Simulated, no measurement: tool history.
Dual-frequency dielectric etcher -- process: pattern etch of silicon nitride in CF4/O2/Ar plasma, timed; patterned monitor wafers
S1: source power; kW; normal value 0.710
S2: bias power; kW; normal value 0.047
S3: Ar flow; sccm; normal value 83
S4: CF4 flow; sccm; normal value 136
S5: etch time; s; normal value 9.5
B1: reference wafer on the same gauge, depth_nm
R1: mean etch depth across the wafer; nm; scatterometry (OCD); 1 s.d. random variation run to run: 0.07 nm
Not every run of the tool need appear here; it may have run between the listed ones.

Run 1, hour 0.0: usual settings but S3 75 sccm; B1 24.00. Result: R1 25.22 nm.
Run 2, hour 23.9: usual settings but S1 0.880 kW, S3 91 sccm, S4 147 sccm, S5 10.5 s; B1 24.00. Result: R1 34.64 nm.
Run 3, hour 59.0: usual settings but S3 75 sccm; B1 23.99. Result: R1 25.10 nm.
Run 4, hour 83.6: usual settings; B1 23.99. Result: R1 24.99 nm.
At hour 103.4: gauge calibrated.
Run 5, hour 118.0: usual settings but S2 0.040 kW, S3 71 sccm, S5 7.5 s; B1 24.02. Result: R1 18.68 nm.
At hour 133.1: bias power generator calibrated.
At hour 154.5: source power generator calibrated, repeated, since the last time left the tool worse.
Run 6, hour 155.0: usual settings but S2 0.055 kW, S3 63 sccm, S5 8.5 s; B1 24.00. Result: R1 25.96 nm.
Run 7, hour 180.3: usual settings; B1 24.00. Result: R1 26.61 nm.
At hour 207.2: wet clean of the chamber.
Run 8, hour 207.7: usual settings but S4 108 sccm; B1 23.98. Result: R1 26.00 nm.
Run 9, hour 211.4: usual settings but S3 93 sccm, S5 12.0 s; B1 24.00. Result: R1 33.37 nm.
Run 10, hour 239.9: usual settings but S3 68 sccm, S5 7.5 s; B1 24.01. Result: R1 21.40 nm.
Run 11, hour 258.6: usual settings but S1 0.650 kW, S4 111 sccm; B1 23.98. Result: R1 23.72 nm.
Run 12, hour 280.3: usual settings but S1 0.580 kW, S2 0.042 kW; B1 24.00. Result: R1 20.43 nm.
Run 13, hour 297.0: usual settings but S1 0.820 kW, S3 76 sccm, S4 118 sccm; B1 24.00. Result: R1 30.91 nm.
Run 14, hour 311.1: usual settings but S3 72 sccm, S4 162 sccm, S5 8.0 s; B1 24.01. Result: R1 23.09 nm.
Run 15, hour 333.5: usual settings but S1 0.590 kW, S5 10.5 s; B1 23.99. Result: R1 24.15 nm.
Run 16, hour 351.4: usual settings but S4 108 sccm; B1 24.00. Result: R1 26.00 nm.
Run 17, hour 370.1: usual settings but S3 87 sccm, S5 8.5 s; B1 24.01. Result: R1 23.84 nm.
Run 18, hour 402.5: usual settings but S3 64 sccm, S5 8.5 s; B1 24.01. Result: R1 24.43 nm.
Run 19, hour 433.6: usual settings but S2 0.043 kW, S3 96 sccm, S5 6.5 s; B1 24.00. Result: R1 17.37 nm.
Run 20, hour 450.3: usual settings but S2 0.041 kW, S3 90 sccm, S4 157 sccm, S5 7.5 s; B1 24.01. Result: R1 20.17 nm.

Forecast each of these 5 alternatives for the next run:
Run A, hour 450.7: usual settings but S1 0.790 kW; B1 ?. Result: R1 ?.
Run B, hour 450.7: usual settings but S2 0.054 kW; B1 ?. Result: R1 ?.
Run C, hour 450.7: usual settings but S1 0.860 kW, S4 157 sccm, S5 11.0 s; B1 ?. Result: R1 ?.
Run D, hour 450.7: usual settings but S1 0.590 kW, S3 77 sccm; B1 ?. Result: R1 ?.
Run E, hour 450.7: usual settings but S1 0.570 kW; B1 ?. Result: R1 ?.

run     B1     R1
  A  24.01  29.98
  B  24.01  28.33
  C  24.01  38.51
  D  24.01  22.02
  E  24.01  21.06
With the hidden condition removed and each run's random variation left untouched, the same runs would have given:
run     R1
  A  30.05
  B  28.39
  C  38.60
  D  22.07
  E  21.11
